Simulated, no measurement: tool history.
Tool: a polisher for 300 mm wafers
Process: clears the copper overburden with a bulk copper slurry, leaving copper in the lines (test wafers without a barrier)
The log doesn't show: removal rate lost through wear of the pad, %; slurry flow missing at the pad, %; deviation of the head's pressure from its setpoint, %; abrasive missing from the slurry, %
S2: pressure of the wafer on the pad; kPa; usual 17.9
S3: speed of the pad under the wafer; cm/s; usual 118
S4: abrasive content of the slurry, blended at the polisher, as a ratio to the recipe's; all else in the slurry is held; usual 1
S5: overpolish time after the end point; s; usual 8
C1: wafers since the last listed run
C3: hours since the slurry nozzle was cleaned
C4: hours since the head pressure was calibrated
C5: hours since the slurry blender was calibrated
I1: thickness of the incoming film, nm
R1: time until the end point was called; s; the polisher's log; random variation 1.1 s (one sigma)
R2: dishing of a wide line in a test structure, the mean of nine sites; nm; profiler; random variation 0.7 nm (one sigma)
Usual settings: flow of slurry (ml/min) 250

{"run": 1, "hour": 0.0, "flow of slurry (ml/min)": 250, "S2": 17.9, "S3": 118, "S4": 1, "S5": 8, "C1": 0, "wafers polished on this pad": 2, "C3": 69.6, "C4": 683.2, "C5": 280.2, "I1": 745.6, "R1": 78.5, "R2": 32.5}
{"run": 2, "hour": 75.4, "flow of slurry (ml/min)": 250, "S2": 17.9, "S3": 118, "S4": 1, "S5": 8, "C1": 433, "wafers polished on this pad": 436, "C3": 145, "C4": 758.6, "C5": 355.6, "I1": 736.8, "R1": 80.3, "R2": 33.1}
{"hour": 166.0, "done": "slurry blender recalibrated"}
{"run": 3, "hour": 175.6, "flow of slurry (ml/min)": 250, "S2": 17.9, "S3": 118, "S4": 1, "S5": 8, "C1": 564, "wafers polished on this pad": 1001, "C3": 245.2, "C4": 858.8, "C5": 9.6, "I1": 733.4, "R1": 76.3, "R2": 33.1}
{"run": 4, "hour": 278.6, "flow of slurry (ml/min)": 250, "S2": 21.4, "S3": 118, "S4": 1, "S5": 8, "C1": 592, "wafers polished on this pad": 1594, "C3": 348.2, "C4": 961.8, "C5": 112.6, "I1": 734.9, "R1": 64.8, "R2": 35.7}
{"run": 5, "hour": 349.5, "flow of slurry (ml/min)": 250, "S2": 21.4, "S3": 118, "S4": 1, "S5": 8, "C1": 407, "wafers polished on this pad": 2001, "C3": 419.1, "C4": 1032.7, "C5": 183.5, "I1": 741.8, "R1": 65.7, "R2": 33.9}
{"hour": 365.5, "done": "slurry nozzle cleaned"}
{"run": 6, "hour": 433.2, "flow of slurry (ml/min)": 250, "S2": 17.9, "S3": 118, "S4": 1, "S5": 8, "C1": 475, "wafers polished on this pad": 2477, "C3": 67.7, "C4": 1116.4, "C5": 267.2, "I1": 751, "R1": 78.9, "R2": 33.2}
{"hour": 486.4, "done": "worn pad replaced by a new one"}
{"run": 7, "hour": 510.3, "flow of slurry (ml/min)": 250, "S2": 17.9, "S3": 118, "S4": 1, "S5": 8, "C1": 420, "wafers polished on this pad": 137, "C3": 144.8, "C4": 1193.5, "C5": 344.3, "I1": 747.5, "R1": 80.6, "R2": 31.8}
{"run": 8, "hour": 546.4, "flow of slurry (ml/min)": 250, "S2": 17.9, "S3": 118, "S4": 1, "S5": 8, "C1": 207, "wafers polished on this pad": 345, "C3": 180.9, "C4": 1229.6, "C5": 380.4, "I1": 743.4, "R1": 79.6, "R2": 31.7}
{"run": 9, "hour": 589.8, "flow of slurry (ml/min)": 250, "S2": 17.9, "S3": 118, "S4": 1, "S5": 8, "C1": 249, "wafers polished on this pad": 594, "C3": 224.3, "C4": 1273, "C5": 423.8, "I1": 729.7, "R1": 83.3, "R2": 32}
{"hour": 616.4, "done": "slurry blender recalibrated"}
{"run": 10, "hour": 645.9, "flow of slurry (ml/min)": 220, "S2": 17.9, "S3": 96, "S4": 1, "S5": 8, "C1": 311, "wafers polished on this pad": 906, "C3": 280.4, "C4": 1329.1, "C5": 29.5, "I1": 740.5, "R1": 92.1, "R2": 31.4}
{"run": 11, "hour": 690.9, "flow of slurry (ml/min)": 250, "S2": 17.9, "S3": 118, "S4": 1.15, "S5": 8, "C1": 258, "wafers polished on this pad": 1164, "C3": 325.4, "C4": 1374.1, "C5": 74.5, "I1": 742.4, "R1": 73.8, "R2": 33}
{"run": 12, "hour": 734.1, "flow of slurry (ml/min)": 250, "S2": 17.9, "S3": 118, "S4": 1, "S5": 8, "C1": 248, "wafers polished on this pad": 1413, "C3": 368.6, "C4": 1417.3, "C5": 117.7, "I1": 746.8, "R1": 74.9, "R2": 31.9}
{"run": 13, "hour": 828.1, "flow of slurry (ml/min)": 250, "S2": 17.9, "S3": 118, "S4": 1, "S5": 12, "C1": 540, "wafers polished on this pad": 1954, "C3": 462.6, "C4": 1511.3, "C5": 211.7, "I1": 756.9, "R1": 80, "R2": 38}
{"hour": 839.1, "done": "head pressure recalibrated"}
{"hour": 864.4, "done": "slurry nozzle cleaned"}
{"run": 14, "hour": 876.3, "flow of slurry (ml/min)": 210, "S2": 13.8, "S3": 104, "S4": 1, "S5": 10, "C1": 260, "wafers polished on this pad": 2214, "C3": 11.9, "C4": 37.2, "C5": 259.9, "I1": 743, "R1": 114.5, "R2": 29.4}
{"hour": 907.2, "done": "worn pad replaced by a new one"}
{"run": 15, "hour": 918.8, "flow of slurry (ml/min)": 250, "S2": 17.9, "S3": 118, "S4": 1, "S5": 8, "C1": 221, "wafers polished on this pad": 66, "C3": 54.4, "C4": 79.7, "C5": 302.4, "I1": 733.3, "R1": 75.9, "R2": 33.2}
{"run": 16, "hour": 989.8, "flow of slurry (ml/min)": 250, "S2": 12.4, "S3": 118, "S4": 1, "S5": 8, "C1": 408, "wafers polished on this pad": 474, "C3": 125.4, "C4": 150.7, "C5": 373.4, "I1": 732.2, "R1": 115.2, "R2": 25.4}
{"run": 17, "hour": 1067.2, "flow of slurry (ml/min)": 250, "S2": 12.4, "S3": 146, "S4": 1, "S5": 8, "C1": 445, "wafers polished on this pad": 920, "C3": 202.8, "C4": 228.1, "C5": 450.8, "I1": 752.2, "R1": 98.9, "R2": 28.3}
{"hour": 1127.4, "done": "slurry blender recalibrated"}
{"run": 18, "hour": 1149.2, "flow of slurry (ml/min)": 250, "S2": 17.9, "S3": 146, "S4": 1, "S5": 6, "C1": 460, "wafers polished on this pad": 1380, "C3": 284.8, "C4": 310.1, "C5": 21.8, "I1": 738.4, "R1": 62.9, "R2": 32.2}
{"run": 19, "hour": 1224.8, "flow of slurry (ml/min)": 305, "S2": 21.4, "S3": 118, "S4": 0.9, "S5": 10, "C1": 434, "wafers polished on this pad": 1815, "C3": 360.4, "C4": 385.7, "C5": 97.4, "I1": 746, "R1": 65.3, "R2": 38.4}
{"run": 20, "hour": 1286.4, "flow of slurry (ml/min)": 250, "S2": 17.9, "S3": 118, "S4": 1, "S5": 8, "C1": 354, "wafers polished on this pad": 2169, "C3": 422, "C4": 447.3, "C5": 159, "I1": 743.8, "R1": 78.5, "R2": 32.2}

Forecast run 21:
{"run": 21, "hour": 1345.2, "flow of slurry (ml/min)": 250, "S2": 17.9, "S3": 118, "S4": 1, "S5": 8, "C1": 338, "wafers polished on this pad": 2507, "C3": 480.8, "C4": 506.1, "C5": 217.8, "I1": 740.3, "R1": "?", "R2": "?"}

{"run 21": {"R1": 76.5, "R2": 33}}
Without the tool's hidden state the same run would have given R1 75 s, R2 33.3 nm.
